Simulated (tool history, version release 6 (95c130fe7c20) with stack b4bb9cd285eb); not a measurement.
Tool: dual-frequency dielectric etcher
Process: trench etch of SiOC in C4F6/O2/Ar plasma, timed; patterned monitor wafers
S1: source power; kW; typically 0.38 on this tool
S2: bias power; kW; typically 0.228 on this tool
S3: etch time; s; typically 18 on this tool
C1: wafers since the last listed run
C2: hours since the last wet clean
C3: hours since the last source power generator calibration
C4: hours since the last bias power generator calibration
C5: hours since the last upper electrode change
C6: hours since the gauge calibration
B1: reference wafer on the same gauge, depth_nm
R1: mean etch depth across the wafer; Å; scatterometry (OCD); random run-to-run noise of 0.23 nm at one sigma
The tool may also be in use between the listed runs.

run	hour	S1	S2	S3	C1	C2	C3	C4	C5	C6	B1	R1
1	0	0.38	0.228	18	0	228.7	4291.2	4299.3	5039.5	453.6	33	388.5
2	66.2	0.38	0.228	18	1372	294.9	4357.4	4365.5	5105.7	519.8	33.01	381.4
3	121.9	0.38	0.228	18	1154	350.6	4413.1	4421.2	5161.4	575.5	32.97	384.3
# hour 206.4: wet clean of the chamber
4	206.9	0.38	0.228	18	1264	0.5	4498.1	4506.2	5246.4	660.5	33.04	404
5	214.5	0.38	0.228	18	157	8.1	4505.7	4513.8	5254	668.1	33.05	398.5
6	245.9	0.38	0.228	18	650	39.5	4537.1	4545.2	5285.4	699.5	33.03	400
7	275.4	0.38	0.228	20	611	69	4566.6	4574.7	5314.9	729	32.88	444
# hour 325.8: bias power generator calibrated
8	326.3	0.38	0.228	20	972	119.9	4617.5	0.5	5365.8	779.9	33.1	440.4
9	368	0.38	0.228	18	864	161.6	4659.2	42.2	5407.5	821.6	33	397.1
# hour 427.4: upper electrode replaced
10	427.9	0.38	0.228	18	744	221.5	4719.1	102.1	0.5	881.5	32.99	389.6
11	479.3	0.38	0.228	18	1065	272.9	4770.5	153.5	51.9	932.9	32.98	386.1
# hour 507.1: source power generator calibrated
# hour 557.9: wet clean of the chamber
12	558.4	0.46	0.189	21	1059	0.5	51.3	232.6	131	1012	32.93	481.1
13	612.1	0.38	0.228	18	1113	54.2	105	286.3	184.7	1065.7	33	394.1
14	659.8	0.3	0.171	15.5	988	101.9	152.7	334	232.4	1113.4	32.98	254.7
15	692.6	0.35	0.187	15.5	679	134.7	185.5	366.8	265.2	1146.2	33.02	290.4
16	718.8	0.46	0.261	22	543	160.9	211.7	393	291.4	1172.4	33.01	560.2
17	824.9	0.38	0.228	22	2199	267	317.8	499.1	397.5	1278.5	32.95	471.1
18	863	0.38	0.228	18	789	305.1	355.9	537.2	435.6	1316.6	32.97	383
19	904.6	0.32	0.207	22	862	346.7	397.5	578.8	477.2	1358.2	33.04	398.8
20	964.6	0.44	0.206	23	1243	406.7	457.5	638.8	537.2	1418.2	32.92	502.9
# hour 989.1: wet clean of the chamber
21	991.1	0.47	0.228	18	51	2	484	665.3	563.7	1444.7	33.01	452.3
# hour 1041.8: gauge calibrated
22	1044.5	0.38	0.228	18	1106	55.4	537.4	718.7	617.1	2.7	33.02	397.4
23	1085.4	0.38	0.228	18	847	96.3	578.3	759.6	658	43.6	33.03	394.8
24	1131.8	0.38	0.228	18	961	142.7	624.7	806	704.4	90	33.08	394.2
25	1201.8	0.34	0.214	13	1450	212.7	694.7	876	774.4	160	32.99	255.5
26	1243.3	0.38	0.172	18	860	254.2	736.2	917.5	815.9	201.5	32.95	338.2
# hour 1335.4: wet clean of the chamber
27	1335.9	0.43	0.195	20.5	1421	0.5	828.8	1010.1	908.5	294.1	32.97	459.9
28	1359.2	0.31	0.253	19.5	482	23.8	852.1	1033.4	931.8	317.4	32.96	398.8
29	1427	0.38	0.228	18	1405	91.6	919.9	1101.2	999.6	385.2	33.05	398.8

Alternative continuations, all from the tool just after run 29; predict every row:
A	1427.4	0.38	0.269	18	8	92	920.3	1101.6	1000	385.6	?	?
B	1427.4	0.43	0.186	18	8	92	920.3	1101.6	1000	385.6	?	?
C	1427.4	0.44	0.28	18	8	92	920.3	1101.6	1000	385.6	?	?
D	1427.4	0.3	0.228	19.5	8	92	920.3	1101.6	1000	385.6	?	?
E	1427.4	0.38	0.282	13	8	92	920.3	1101.6	1000	385.6	?	?

run	B1	R1
A	33.01	433.4
B	33.01	395.6
C	33.01	480.5
D	33.01	372.9
E	33.01	319.7
With no hidden state in the tool, these same runs would have given:
run	R1
A	435.8
B	397.7
C	483
D	374.9
E	321.4
